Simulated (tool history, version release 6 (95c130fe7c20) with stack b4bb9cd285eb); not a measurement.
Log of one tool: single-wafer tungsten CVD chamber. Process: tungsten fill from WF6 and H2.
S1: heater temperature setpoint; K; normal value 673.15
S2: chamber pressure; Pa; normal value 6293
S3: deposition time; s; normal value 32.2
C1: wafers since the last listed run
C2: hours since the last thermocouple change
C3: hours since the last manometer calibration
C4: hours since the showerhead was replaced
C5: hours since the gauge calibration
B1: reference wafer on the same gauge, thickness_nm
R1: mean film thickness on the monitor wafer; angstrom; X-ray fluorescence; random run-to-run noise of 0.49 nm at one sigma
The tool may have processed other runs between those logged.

run	hour	S1	S2	S3	C1	C2	C3	C4	C5	B1	R1
1	0.0	673.15	6293	35.6	0	1256.6	875.3	4447.6	292.7	129.053	1354.61
2	62.4	673.15	6293	35.6	994	1319.0	937.7	4510.0	355.1	128.908	1343.82
3	114.8	673.15	6293	32.2	835	1371.4	990.1	4562.4	407.5	129.011	1216.28
4	139.0	673.15	6293	32.2	385	1395.6	1014.3	4586.6	431.7	128.902	1220.01
5	204.3	673.15	6986	32.2	1040	1460.9	1079.6	4651.9	497.0	128.919	1285.09
6	252.8	673.15	6986	32.2	773	1509.4	1128.1	4700.4	545.5	129.093	1274.80
7	277.9	673.15	7159	32.2	400	1534.5	1153.2	4725.5	570.6	129.178	1290.99
8	308.8	673.15	7159	32.2	492	1565.4	1184.1	4756.4	601.5	129.070	1290.09
9	334.9	673.15	6293	32.2	416	1591.5	1210.2	4782.5	627.6	129.087	1201.44
# hour 344.3: thermocouple changed; heater temperature recalibrated
10	363.6	660.15	5546	28.2	329	19.3	1238.9	4811.2	656.3	128.987	697.56
# hour 414.6: showerhead replaced
11	415.1	680.15	7773	37.8	693	70.8	1290.4	0.5	707.8	128.980	1704.42
12	469.8	661.15	6293	32.2	871	125.5	1345.1	55.2	762.5	128.955	881.26
# hour 487.6: capacitance manometer re-zeroed and calibrated
13	499.6	673.15	6933	37.0	347	155.3	12.0	85.0	792.3	129.072	1437.19
# hour 533.2: gauge calibrated
14	536.7	683.15	7399	29.7	591	192.4	49.1	122.1	3.5	129.085	1454.66
15	599.5	688.15	5706	26.5	1001	255.2	111.9	184.9	66.3	128.899	1243.91
16	627.0	673.15	6293	32.2	438	282.7	139.4	212.4	93.8	129.016	1193.95
17	660.3	661.15	7799	34.5	530	316.0	172.7	245.7	127.1	129.176	1113.99
18	694.7	683.15	7399	29.7	548	350.4	207.1	280.1	161.5	129.057	1464.05

5 options for the next run, each taken on its own from the tool as it stands now. Forecast them:
A	695.1	673.15	6293	32.2	6	350.8	207.5	280.5	161.9	?	?
B	695.1	682.15	6293	26.6	6	350.8	207.5	280.5	161.9	?	?
C	695.1	673.15	6293	35.0	6	350.8	207.5	280.5	161.9	?	?
D	695.1	683.15	7053	32.2	6	350.8	207.5	280.5	161.9	?	?
E	695.1	673.15	6293	26.0	6	350.8	207.5	280.5	161.9	?	?

run	B1	R1
A	129.177	1204.95
B	129.177	1187.99
C	129.177	1310.14
D	129.177	1554.93
E	129.177	972.10
Stripped of hidden state, with their random variation kept, the same runs would have yielded:
run	R1
A	1164.03
B	1150.67
C	1265.65
D	1506.37
E	939.09
